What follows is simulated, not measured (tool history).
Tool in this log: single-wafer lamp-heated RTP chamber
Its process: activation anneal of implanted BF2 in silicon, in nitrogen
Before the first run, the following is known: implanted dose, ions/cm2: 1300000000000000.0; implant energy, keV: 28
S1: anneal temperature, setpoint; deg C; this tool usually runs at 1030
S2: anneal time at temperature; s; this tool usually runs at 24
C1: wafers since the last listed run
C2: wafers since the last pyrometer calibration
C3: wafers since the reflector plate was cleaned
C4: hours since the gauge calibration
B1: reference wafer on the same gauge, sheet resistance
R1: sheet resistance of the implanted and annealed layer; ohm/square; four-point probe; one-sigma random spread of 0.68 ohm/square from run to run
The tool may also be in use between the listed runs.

run 1 day=0.000 | S1=1017 S2=28 | C1=0 C2=3358 C3=1167 C4=165.4 | B1=97.03 | R1=115.33
run 2 day=0.567 | S1=1023 S2=24 | C1=157 C2=3515 C3=1324 C4=179.0 | B1=96.99 | R1=112.75
run 3 day=0.971 | S1=1023 S2=24 | C1=112 C2=3627 C3=1436 C4=188.7 | B1=97.03 | R1=113.90
run 4 day=1.367 | S1=1023 S2=24 | C1=109 C2=3737 C3=1546 C4=198.2 | B1=97.03 | R1=113.19
run 5 day=3.204 | S1=1030 S2=19 | C1=509 C2=4246 C3=2055 C4=242.3 | B1=97.02 | R1=112.83
run 6 day=3.550 | S1=1030 S2=19 | C1=95 C2=4342 C3=2151 C4=250.6 | B1=96.83 | R1=111.99
run 7 day=3.812 | S1=1030 S2=19 | C1=72 C2=4415 C3=2224 C4=256.9 | B1=97.01 | R1=111.40
run 8 day=4.200 | S1=1030 S2=24 | C1=107 C2=4522 C3=2331 C4=266.2 | B1=96.92 | R1=109.28
run 9 day=4.596 | S1=1039 S2=24 | C1=109 C2=4632 C3=2441 C4=275.7 | B1=97.01 | R1=104.50
-- day=6.221 gauge calibrated
run 10 day=6.721 | S1=1039 S2=24 | C1=588 C2=5221 C3=3030 C4=12.0 | B1=97.13 | R1=103.82
run 11 day=7.104 | S1=1030 S2=33 | C1=106 C2=5327 C3=3136 C4=21.2 | B1=97.00 | R1=104.25
run 12 day=7.721 | S1=1030 S2=33 | C1=170 C2=5498 C3=3307 C4=36.0 | B1=97.05 | R1=104.25
run 13 day=8.238 | S1=1030 S2=33 | C1=143 C2=5641 C3=3450 C4=48.4 | B1=96.94 | R1=103.53
-- day=8.771 pyrometer window cleaned and pyrometer calibrated
run 14 day=8.792 | S1=1024 S2=24 | C1=61 C2=5 C3=3511 C4=61.7 | B1=97.09 | R1=117.09
run 15 day=9.425 | S1=1024 S2=24 | C1=175 C2=180 C3=3687 C4=76.9 | B1=97.02 | R1=116.65
run 16 day=9.988 | S1=1030 S2=24 | C1=155 C2=336 C3=3843 C4=90.4 | B1=96.94 | R1=112.18
run 17 day=10.288 | S1=1050 S2=11 | C1=83 C2=420 C3=3926 C4=97.6 | B1=97.05 | R1=111.65
run 18 day=10.550 | S1=1030 S2=15 | C1=72 C2=492 C3=3999 C4=103.9 | B1=96.96 | R1=120.18
run 19 day=11.033 | S1=1052 S2=13 | C1=133 C2=626 C3=4133 C4=115.5 | B1=97.04 | R1=108.16
run 20 day=11.771 | S1=1030 S2=37 | C1=204 C2=831 C3=4337 C4=133.2 | B1=97.06 | R1=104.96
run 21 day=12.104 | S1=1058 S2=19 | C1=92 C2=923 C3=4429 C4=141.2 | B1=96.97 | R1=100.34
run 22 day=12.362 | S1=1017 S2=14 | C1=71 C2=995 C3=4501 C4=147.4 | B1=97.07 | R1=125.53
run 23 day=12.729 | S1=1030 S2=19 | C1=101 C2=1096 C3=4603 C4=156.2 | B1=97.06 | R1=114.48
run 24 day=13.079 | S1=1058 S2=31 | C1=96 C2=1193 C3=4700 C4=164.6 | B1=97.03 | R1=95.65
-- day=14.192 reflector plate cleaned
run 25 day=15.312 | S1=1002 S2=24 | C1=526 C2=1720 C3=310 C4=218.2 | B1=96.97 | R1=129.62
run 26 day=15.912 | S1=1030 S2=13 | C1=166 C2=1886 C3=476 C4=232.6 | B1=97.06 | R1=120.08
run 27 day=16.354 | S1=1019 S2=34 | C1=122 C2=2008 C3=599 C4=243.2 | B1=96.91 | R1=113.37
run 28 day=16.938 | S1=1042 S2=16 | C1=161 C2=2170 C3=760 C4=257.2 | B1=97.00 | R1=110.91
run 29 day=17.462 | S1=1021 S2=20 | C1=145 C2=2315 C3=906 C4=269.8 | B1=97.07 | R1=117.74
run 30 day=18.079 | S1=1030 S2=24 | C1=170 C2=2486 C3=1077 C4=284.6 | B1=96.97 | R1=111.26
run 31 day=18.442 | S1=1046 S2=10 | C1=100 C2=2587 C3=1177 C4=293.3 | B1=96.97 | R1=115.68

What if the next run were any one of these 4? Each begins from the tool's condition after run 31:
run A day=18.458 | S1=1030 S2=36 | C1=4 C2=2591 C3=1182 C4=293.7 | B1=? | R1=?
run B day=18.458 | S1=1049 S2=32 | C1=4 C2=2591 C3=1182 C4=293.7 | B1=? | R1=?
run C day=18.458 | S1=1055 S2=24 | C1=4 C2=2591 C3=1182 C4=293.7 | B1=? | R1=?
run D day=18.458 | S1=1046 S2=37 | C1=4 C2=2591 C3=1182 C4=293.7 | B1=? | R1=?

run=A B1=97.05 R1=104.78
run=B B1=97.05 R1=97.94
run=C B1=97.05 R1=99.05
run=D B1=97.05 R1=97.30
With no hidden state in the tool, these same runs would have given:
run=A R1=109.55
run=B R1=101.58
run=C R1=102.79
run=D R1=100.95

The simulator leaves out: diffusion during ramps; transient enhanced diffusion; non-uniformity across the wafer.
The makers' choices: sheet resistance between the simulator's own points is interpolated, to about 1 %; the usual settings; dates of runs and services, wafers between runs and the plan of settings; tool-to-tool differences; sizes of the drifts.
